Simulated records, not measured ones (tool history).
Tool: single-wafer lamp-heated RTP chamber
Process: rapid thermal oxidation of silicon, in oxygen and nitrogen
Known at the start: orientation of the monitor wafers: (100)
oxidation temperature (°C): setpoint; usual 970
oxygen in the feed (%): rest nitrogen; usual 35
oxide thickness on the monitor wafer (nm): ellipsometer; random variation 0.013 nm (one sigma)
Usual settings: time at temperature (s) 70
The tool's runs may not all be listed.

run,hour,oxidation temperature (°C),time at temperature (s),oxygen in the feed (%),wafers since the last listed run,wafers since the last pyrometer calibration,hours since the oxygen flow controller was replaced,hours since the gauge calibration,"read-back reference wafer on the same gauge, thickness",oxide thickness on the monitor wafer (nm)
1,0.0,980,70,35,0,2115,4779.8,227.7,3.945,3.979
2,6.6,970,60,35,96,2212,4786.4,234.3,3.939,3.549
3,13.3,970,94,35,98,2310,4793.1,241.0,3.936,4.207
4,20.6,970,94,35,106,2417,4800.4,248.3,3.946,4.195
5,33.3,970,70,17,185,2603,4813.1,261.0,3.940,3.159
6,51.2,970,70,17,262,2865,4831.0,278.9,3.946,3.157
7,66.0,983,85,35,216,3082,4845.8,293.7,3.947,4.392
8,74.9,970,70,35,130,3212,4854.7,302.6,3.942,3.718
9,82.9,970,77,35,117,3329,4862.7,310.6,3.930,3.860
10,98.0,970,77,35,221,3550,4877.8,325.7,3.950,3.883
11,114.8,970,77,35,245,3796,4894.6,342.5,3.939,3.881
# hour 124.8: pyrometer window cleaned and pyrometer calibrated
12,125.3,962,70,35,36,7,4905.1,353.0,3.947,3.575
13,132.3,962,70,35,102,109,4912.1,360.0,3.930,3.559
# hour 133.9: gauge calibrated
14,140.0,962,70,35,112,222,4919.8,6.1,3.945,3.565
15,148.3,970,87,35,121,343,4928.1,14.4,3.940,4.088
16,158.6,970,87,35,150,494,4938.4,24.7,3.941,4.062
17,168.9,999,52,60,150,645,4948.7,35.0,3.941,4.732
18,178.5,970,70,35,140,786,4958.3,44.6,3.945,3.754
19,194.0,980,40,17,226,1012,4973.8,60.1,3.936,2.820
20,208.4,993,70,25,210,1223,4988.2,74.5,3.943,3.926
21,215.1,955,70,35,98,1321,4994.9,81.2,3.943,3.425
22,224.7,953,36,56,140,1462,5004.5,90.8,3.939,3.049
23,231.8,970,60,35,103,1566,5011.6,97.9,3.931,3.534
# hour 242.0: oxygen flow controller replaced
24,246.8,987,94,52,102,1668,4.8,112.9,3.943,5.378

Run 25 comes next. What will it give?
25,256.8,946,86,35,146,1815,14.8,122.9,?,?

Run 25 gave read-back reference wafer on the same gauge, thickness 3.944, oxide thickness on the monitor wafer (nm) 3.490.
Without the tool's hidden state the same run would have given oxide thickness on the monitor wafer (nm) 3.490.
